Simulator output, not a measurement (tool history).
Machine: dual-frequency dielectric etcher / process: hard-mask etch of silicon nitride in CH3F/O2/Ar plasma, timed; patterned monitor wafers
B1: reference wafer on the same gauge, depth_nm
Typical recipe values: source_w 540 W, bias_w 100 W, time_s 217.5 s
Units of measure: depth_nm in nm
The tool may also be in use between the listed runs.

Run 1, hour 0: usual settings but bias_w 111 W; B1 197.4. Result: depth_nm 198.4 nm.
Run 2, hour 28.5: usual settings but source_w 640 W; B1 197.3. Result: depth_nm 205.2 nm.
Run 3, hour 55.5: usual settings but source_w 640 W; B1 196.8. Result: depth_nm 205.3 nm.
Run 4, hour 73.4: usual settings but source_w 640 W; B1 197. Result: depth_nm 205.6 nm.
Run 5, hour 105.8: usual settings but bias_w 88 W; B1 196.4. Result: depth_nm 183.7 nm.
Run 6, hour 130: usual settings but bias_w 88 W; B1 196.9. Result: depth_nm 182.8 nm.
Run 7, hour 214: usual settings but bias_w 88 W; B1 196.7. Result: depth_nm 183.9 nm.
Run 8, hour 238.8: usual settings; B1 197. Result: depth_nm 190.3 nm.
Run 9, hour 261: usual settings; B1 197.4. Result: depth_nm 189.9 nm.
Run 10, hour 283.3: usual settings; B1 197.3. Result: depth_nm 190.7 nm.
Run 11, hour 312.9: usual settings; B1 197.4. Result: depth_nm 190.2 nm.
Run 12, hour 338.2: usual settings; B1 197.6. Result: depth_nm 191 nm.
Run 13, hour 361.6: usual settings but bias_w 87 W; B1 197.4. Result: depth_nm 182.4 nm.
Run 14, hour 380.2: usual settings; B1 196.8. Result: depth_nm 191.6 nm.
Run 15, hour 396: usual settings but source_w 650 W; B1 196.5. Result: depth_nm 209 nm.
Run 16, hour 436.2: usual settings; B1 197.4. Result: depth_nm 190.3 nm.
Run 17, hour 450.1: usual settings but source_w 440 W, time_s 276.5 s; B1 197.3. Result: depth_nm 222.1 nm.
Run 18, hour 476.3: usual settings but source_w 580 W, bias_w 79 W, time_s 279 s; B1 196.8. Result: depth_nm 237.1 nm.
Run 19, hour 489.2: usual settings but time_s 236 s; B1 197. Result: depth_nm 207.9 nm.
Run 20, hour 504.1: usual settings but bias_w 82 W; B1 197.2. Result: depth_nm 178.9 nm.
Run 21, hour 538.4: usual settings; B1 197.3. Result: depth_nm 189 nm.
Run 22, hour 568: usual settings but source_w 610 W, bias_w 75 W; B1 197. Result: depth_nm 183.7 nm.
Run 23, hour 582.8: usual settings but source_w 500 W; B1 196.8. Result: depth_nm 184.1 nm.
Run 24, hour 616.6: usual settings; B1 196.7. Result: depth_nm 190.6 nm.
Run 25, hour 638.6: usual settings but source_w 490 W, bias_w 93 W, time_s 160 s; B1 196.8. Result: depth_nm 131.4 nm.

Withheld: 5 entries from between the runs. Position of each, and hidden state at the listed run before versus the listed run after:
From run 10 to run 11: wet clean of the chamber (hour 312.4)
  both runs share identical hidden conditions
From run 13 to run 14: gauge calibrated (hour 376.6)
  both runs share identical hidden conditions
From run 15 to run 16: bias power generator calibrated (hour 417.3); upper electrode replaced (hour 435.7)
  both runs share identical hidden conditions
From run 18 to run 19: source power generator calibrated (hour 482.9)
  both runs share identical hidden conditions

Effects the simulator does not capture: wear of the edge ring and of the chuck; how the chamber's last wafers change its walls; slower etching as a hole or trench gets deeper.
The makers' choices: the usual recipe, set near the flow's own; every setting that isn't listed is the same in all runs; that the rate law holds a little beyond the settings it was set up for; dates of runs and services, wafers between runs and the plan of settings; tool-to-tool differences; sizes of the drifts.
